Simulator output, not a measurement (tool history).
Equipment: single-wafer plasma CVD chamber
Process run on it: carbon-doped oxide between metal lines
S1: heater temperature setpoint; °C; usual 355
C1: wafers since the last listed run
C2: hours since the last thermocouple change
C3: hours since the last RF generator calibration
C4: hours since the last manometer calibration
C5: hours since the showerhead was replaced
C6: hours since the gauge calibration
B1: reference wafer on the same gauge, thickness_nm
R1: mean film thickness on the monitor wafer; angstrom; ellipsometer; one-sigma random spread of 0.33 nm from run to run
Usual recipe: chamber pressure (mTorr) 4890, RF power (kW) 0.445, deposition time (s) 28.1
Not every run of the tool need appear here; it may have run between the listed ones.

run 1 day=0 | S1=344 chamber_pressure_(mTorr)=5580 RF_power_(kW)=0.445 deposition_time_(s)=28.1 | C1=0 C2=1061.2 C3=1067.6 C4=2034.6 C5=2871 C6=634.6 | B1=126.933 | R1=1383.6
run 2 day=3.65 | S1=355 chamber_pressure_(mTorr)=4890 RF_power_(kW)=0.475 deposition_time_(s)=28.1 | C1=1911 C2=1148.8 C3=1155.2 C4=2122.2 C5=2958.6 C6=722.2 | B1=127.038 | R1=1398.77
run 3 day=7.325 | S1=355 chamber_pressure_(mTorr)=4890 RF_power_(kW)=0.475 deposition_time_(s)=28.1 | C1=1924 C2=1237 C3=1243.4 C4=2210.4 C5=3046.8 C6=810.4 | B1=127.015 | R1=1392.24
run 4 day=9.85 | S1=355 chamber_pressure_(mTorr)=4890 RF_power_(kW)=0.475 deposition_time_(s)=28.1 | C1=1322 C2=1297.6 C3=1304 C4=2271 C5=3107.4 C6=871 | B1=127.038 | R1=1390.12
run 5 day=11.596 | S1=355 chamber_pressure_(mTorr)=4890 RF_power_(kW)=0.445 deposition_time_(s)=31.5 | C1=914 C2=1339.5 C3=1345.9 C4=2312.9 C5=3149.3 C6=912.9 | B1=127.001 | R1=1458.78
run 6 day=15.221 | S1=355 chamber_pressure_(mTorr)=4890 RF_power_(kW)=0.445 deposition_time_(s)=31.5 | C1=1898 C2=1426.5 C3=1432.9 C4=2399.9 C5=3236.3 C6=999.9 | B1=127.019 | R1=1461.35
run 7 day=17.688 | S1=355 chamber_pressure_(mTorr)=4890 RF_power_(kW)=0.445 deposition_time_(s)=31.5 | C1=1291 C2=1485.7 C3=1492.1 C4=2459.1 C5=3295.5 C6=1059.1 | B1=127.028 | R1=1465.16
-- day=18.121 RF generator calibrated
-- day=18.179 showerhead replaced
-- day=18.375 gauge calibrated
run 8 day=19.988 | S1=360 chamber_pressure_(mTorr)=4890 RF_power_(kW)=0.445 deposition_time_(s)=28.1 | C1=1000 C2=1540.9 C3=44.8 C4=2514.3 C5=43.4 C6=38.7 | B1=126.987 | R1=1320.48
run 9 day=24.308 | S1=360 chamber_pressure_(mTorr)=4890 RF_power_(kW)=0.445 deposition_time_(s)=28.1 | C1=2262 C2=1644.6 C3=148.5 C4=2618 C5=147.1 C6=142.4 | B1=127.012 | R1=1305.06
-- day=27.854 capacitance manometer re-zeroed and calibrated
run 10 day=27.875 | S1=355 chamber_pressure_(mTorr)=4890 RF_power_(kW)=0.445 deposition_time_(s)=23.7 | C1=1692 C2=1730.2 C3=234.1 C4=0.5 C5=232.7 C6=228 | B1=126.914 | R1=1120.28
run 11 day=33.654 | S1=360 chamber_pressure_(mTorr)=3930 RF_power_(kW)=0.365 deposition_time_(s)=30.1 | C1=3025 C2=1868.9 C3=372.8 C4=139.2 C5=371.4 C6=366.7 | B1=127.042 | R1=1086.2
run 12 day=35.212 | S1=355 chamber_pressure_(mTorr)=4030 RF_power_(kW)=0.445 deposition_time_(s)=28.1 | C1=815 C2=1906.3 C3=410.2 C4=176.6 C5=408.8 C6=404.1 | B1=126.935 | R1=1268.37
-- day=37.321 thermocouple changed; heater temperature recalibrated
run 13 day=41.979 | S1=348 chamber_pressure_(mTorr)=3920 RF_power_(kW)=0.445 deposition_time_(s)=28.1 | C1=3368 C2=111.8 C3=572.6 C4=339 C5=571.2 C6=566.5 | B1=127.007 | R1=1315.08
run 14 day=44.733 | S1=355 chamber_pressure_(mTorr)=5510 RF_power_(kW)=0.445 deposition_time_(s)=28.1 | C1=1442 C2=177.9 C3=638.7 C4=405.1 C5=637.3 C6=632.6 | B1=126.916 | R1=1354.51
run 15 day=46.621 | S1=355 chamber_pressure_(mTorr)=4890 RF_power_(kW)=0.51 deposition_time_(s)=25.7 | C1=988 C2=223.2 C3=684 C4=450.4 C5=682.6 C6=677.9 | B1=127.016 | R1=1368.47
run 16 day=50.362 | S1=355 chamber_pressure_(mTorr)=4890 RF_power_(kW)=0.445 deposition_time_(s)=28.1 | C1=1959 C2=313 C3=773.8 C4=540.2 C5=772.4 C6=767.7 | B1=127.006 | R1=1324.87
run 17 day=52.325 | S1=355 chamber_pressure_(mTorr)=5610 RF_power_(kW)=0.445 deposition_time_(s)=24.4 | C1=1027 C2=360.1 C3=820.9 C4=587.3 C5=819.5 C6=814.8 | B1=127.037 | R1=1182.5
run 18 day=55.283 | S1=344 chamber_pressure_(mTorr)=4890 RF_power_(kW)=0.445 deposition_time_(s)=30 | C1=1548 C2=431.1 C3=891.9 C4=658.3 C5=890.5 C6=885.8 | B1=126.971 | R1=1473.11

For some of the steps in R1 from one run to the next: how much would appear even if the tool had no hidden state, given the settings, what came in and random variation, and how much remains for the hidden state plus any gauge scatter that the measured result and the result without hidden state don't share?
The hidden state here: wafer temperature above the value expected at the setpoint (K); delivered RF power above the setpoint (%); true pressure above the setpoint (%); gauge reads high (%).
Run 7 -> 8: S1 355 -> 360, deposition time (s) 31.5 -> 28.1, RF generator calibrated, showerhead replaced, gauge calibrated. R1 -144.68 angstrom: hidden state +34.54, all else -179.22.
Run 17 -> 18: S1 355 -> 344, chamber pressure (mTorr) 5610 -> 4890, deposition time (s) 24.4 -> 30. R1 +290.61 angstrom: hidden state -7.75, all else +298.36.
